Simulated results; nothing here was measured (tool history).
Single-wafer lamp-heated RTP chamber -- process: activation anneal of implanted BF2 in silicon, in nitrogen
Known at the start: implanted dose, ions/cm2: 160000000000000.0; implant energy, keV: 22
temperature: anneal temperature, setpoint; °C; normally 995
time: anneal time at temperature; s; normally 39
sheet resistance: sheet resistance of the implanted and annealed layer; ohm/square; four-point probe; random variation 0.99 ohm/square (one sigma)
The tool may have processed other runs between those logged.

run    hour  temperature  time  read-back reference wafer on the same gauge, sheet resistance  sheet resistance
  1       0          995    39                                                         762.63            661.55
  2    83.9          995    39                                                         762.72            659.98
  3   169.7          995    39                                                         762.66            659.65
  4   206.1          995    39                                                         762.61             660.8
  5   305.7          995    39                                                         762.64             659.6
  6   410.1         1010    48                                                         762.66            654.25
  7   492.3          995    39                                                         762.98            660.06
  8   544.2          995    39                                                         763.16            661.66
  9   582.2          995    39                                                         763.01            660.61
 10   682.2          995    51                                                         762.79            658.64
 11   740.6         1019    39                                                         762.72            653.26
 12   831.5         1019    39                                                         763.31            655.25
 13   895.4         1019    39                                                         762.88            654.22
 14   992.5          995    61                                                         763.18            655.23
 15  1046.1          979    19                                                         762.86            670.35
 16  1097.4          995    26                                                         762.85            663.83
 17  1165.1          978    39                                                         762.69            666.21
 18  1228.8          995    39                                                          762.9            660.88
 19  1265.4          982    39                                                         762.89            665.25
 20  1322.5          969    51                                                         762.96            668.13
 21  1424.8          983    20                                                         762.76            669.54
 22  1497.5          995    46                                                         762.73            659.08
 23  1574.3          985    17                                                         762.87            669.37
 24  1668.1          995    39                                                         762.97            660.19
 25  1773.9         1011    19                                                         762.79            664.48
 26  1865.5          995    39                                                         763.08            659.65

Withheld: 4 entries from between the runs. Position of each, and hidden state at the listed run before versus the listed run after:
Runs 8 to 9: pyrometer window cleaned and pyrometer calibrated (hour 561)
  no difference in the tool's unlogged condition between these two runs
Runs 12 to 13: reflector plate cleaned (hour 894.1)
  no difference in the tool's unlogged condition between these two runs
Runs 13 to 14: gauge calibrated (hour 978.9)
  no difference in the tool's unlogged condition between these two runs
Runs 19 to 20: pyrometer window cleaned and pyrometer calibrated (hour 1299.2)
  no difference in the tool's unlogged condition between these two runs

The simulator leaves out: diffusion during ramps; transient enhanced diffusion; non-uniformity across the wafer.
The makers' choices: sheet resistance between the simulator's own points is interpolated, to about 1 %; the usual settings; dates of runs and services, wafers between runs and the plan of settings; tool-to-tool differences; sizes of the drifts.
